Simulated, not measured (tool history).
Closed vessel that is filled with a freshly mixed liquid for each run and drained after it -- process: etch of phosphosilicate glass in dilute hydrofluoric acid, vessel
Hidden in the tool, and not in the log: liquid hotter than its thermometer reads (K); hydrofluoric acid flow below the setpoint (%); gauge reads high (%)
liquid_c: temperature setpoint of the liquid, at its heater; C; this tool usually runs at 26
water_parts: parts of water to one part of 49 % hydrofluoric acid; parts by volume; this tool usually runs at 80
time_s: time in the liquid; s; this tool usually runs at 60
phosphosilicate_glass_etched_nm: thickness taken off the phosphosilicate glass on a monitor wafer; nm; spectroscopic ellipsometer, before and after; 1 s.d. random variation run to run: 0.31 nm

run,day,liquid_c,water_parts,time_s,wafers since the last listed run,hours since the thermometer was replaced,hours since the hydrofluoric acid flow meter was replaced,hours since the gauge calibration,"read-back film thickness of the phosphosilicate glass reference wafer, read on the same gauge (nm)",phosphosilicate_glass_etched_nm
1,0,26,80,60,0,614.1,1553,21.7,140.01,57.85
2,0.371,26,80,60,750,623,1561.9,30.6,140.02,58.48
3,1.071,26,80,60,1416,639.8,1578.7,47.4,139.99,58.06
4,1.496,26,80,60,859,650,1588.9,57.6,140.02,58.75
5,2.183,27,80,60,1390,666.5,1605.4,74.1,139.99,60.45
6,3.612,26,80,60,2891,700.8,1639.7,108.4,139.98,59.25
7,4.05,26,80,60,885,711.3,1650.2,118.9,140.01,59.03
8,4.388,26,80,60,682,719.4,1658.3,127,140.02,58.24
9,4.871,29.5,80,70,977,731,1669.9,138.6,140.02,78.09
10,5.142,29.5,80,70,547,737.5,1676.4,145.1,140.04,78.53
11,5.475,26,80,60,674,745.5,1684.4,153.1,139.98,58.93
12,6.012,29.5,80,60,1087,758.4,1697.3,166,140.03,67.07
13,6.688,29.5,80,60,1365,774.6,1713.5,182.2,140.01,67.37
14,7.133,29,80,60,901,785.3,1724.2,192.9,140.03,67.22
15,9.192,26,60,60,4163,834.7,1773.6,242.3,140.03,81.7
16,9.579,28,95,60,783,844,1782.9,251.6,139.98,53.64
17,10.292,23,80,90,1441,861.1,1800,268.7,140.02,79.93
# day 10.496: gauge calibrated
18,10.792,26,95,60,1011,873.1,1812,7.1,140,49.48

Run 19 has not been measured yet. What should we expect?
# day 10.904: thermometer replaced
19,11.525,29.5,65,60,1399,14.9,1829.6,24.7,?,?

Run 19 came out at read-back film thickness of the phosphosilicate glass reference wafer, read on the same gauge (nm) 139.96, phosphosilicate_glass_etched_nm 79.09 nm.
Minus the tool's unlogged condition, the same run would have read phosphosilicate_glass_etched_nm 78.09 nm.

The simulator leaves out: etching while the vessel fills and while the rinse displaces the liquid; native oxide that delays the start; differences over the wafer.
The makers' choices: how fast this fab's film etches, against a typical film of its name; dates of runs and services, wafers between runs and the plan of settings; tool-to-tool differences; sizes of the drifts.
